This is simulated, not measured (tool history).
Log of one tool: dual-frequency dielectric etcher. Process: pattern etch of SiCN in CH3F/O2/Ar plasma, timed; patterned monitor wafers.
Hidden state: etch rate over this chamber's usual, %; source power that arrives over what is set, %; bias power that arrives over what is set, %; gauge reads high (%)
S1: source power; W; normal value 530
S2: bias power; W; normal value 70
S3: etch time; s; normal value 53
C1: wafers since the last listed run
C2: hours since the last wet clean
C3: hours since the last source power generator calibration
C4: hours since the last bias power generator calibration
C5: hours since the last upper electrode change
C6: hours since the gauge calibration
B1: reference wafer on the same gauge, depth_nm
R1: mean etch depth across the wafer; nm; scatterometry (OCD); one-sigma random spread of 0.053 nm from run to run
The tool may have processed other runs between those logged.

run    hour   S1  S2    S3    C1     C2      C3      C4      C5      C6     B1     R1
  1       0  530  70    53     0   74.5  3150.6   933.3  4150.9  2848.2  27.38  24.32
  2    42.1  530  70    53   532  116.6  3192.7   975.4    4193  2890.3  27.42  24.32
  3    83.9  450  70    53   528  158.4  3234.5  1017.2  4234.8  2932.1  27.41  22.51
  4   148.3  530  70    53   814  222.8  3298.9  1081.6  4299.2  2996.5  27.39  24.61
  5   192.9  530  70    53   564  267.4  3343.5  1126.2  4343.8  3041.1  27.39  24.56
  6   229.3  530  70    53   460  303.8  3379.9  1162.6  4380.2  3077.5   27.4   24.5
  7   320.8  580  70    53  1157  395.3  3471.4  1254.1  4471.7    3169   27.4  25.73
  8   373.8  580  70    53   670  448.3  3524.4  1307.1  4524.7    3222  27.38  25.72
  9   466.1  530  70    48  1167  540.6  3616.7  1399.4    4617  3314.3  27.38  22.34
      581.7  -- wet clean of the chamber
 10   582.2  530  70    48  1164    0.5  3732.8  1515.5  4733.1  3430.4  27.41  22.09
      597.6  -- gauge calibrated
 11     633  530  70    53   642   51.3  3783.6  1566.3  4783.9    35.4   27.4  24.49
 12   718.8  650  52    53  1085  137.1  3869.4  1652.1  4869.7   121.2   27.4  24.19
 13   812.8  580  75  42.5  1188  231.1  3963.4  1746.1  4963.7   215.2   27.4  21.19
        823  -- source power generator calibrated
 14     859  460  77    53   533  277.3      36  1792.3  5009.9   261.4  27.39  23.83
 15     963  610  70  67.5  1315  381.3     140  1896.3  5113.9   365.4  27.41  33.64
     1030.5  -- upper electrode replaced, of another model than before
 16    1031  430  70    53   556  449.3     208  1964.3     0.5   433.4  27.42  23.04
 17  1089.8  640  70  38.5   743  508.1   266.8  2023.1    59.3   492.2  27.41  19.19
     1172.7  -- wet clean of the chamber
 18  1182.1  530  70    53   863    9.4   359.1  2115.4   151.6   584.5  27.39   24.4
 19  1252.7  420  85  37.5   892     80   429.7    2186   222.2   655.1  27.41  16.86
       1257  -- bias power generator calibrated
 20  1334.5  430  76  63.5   983  161.8   511.5    77.5     304   736.9  27.39  28.02

Run 21, settings as shown, results not yet in. Your forecast:
 21  1394.2  590  80  68  754  221.5  571.2  137.2  363.7  796.6   ?   ?

B1: 27.4
R1: 33.92 nm
Had the tool carried no hidden state, the very same run would have given R1 33.67 nm.
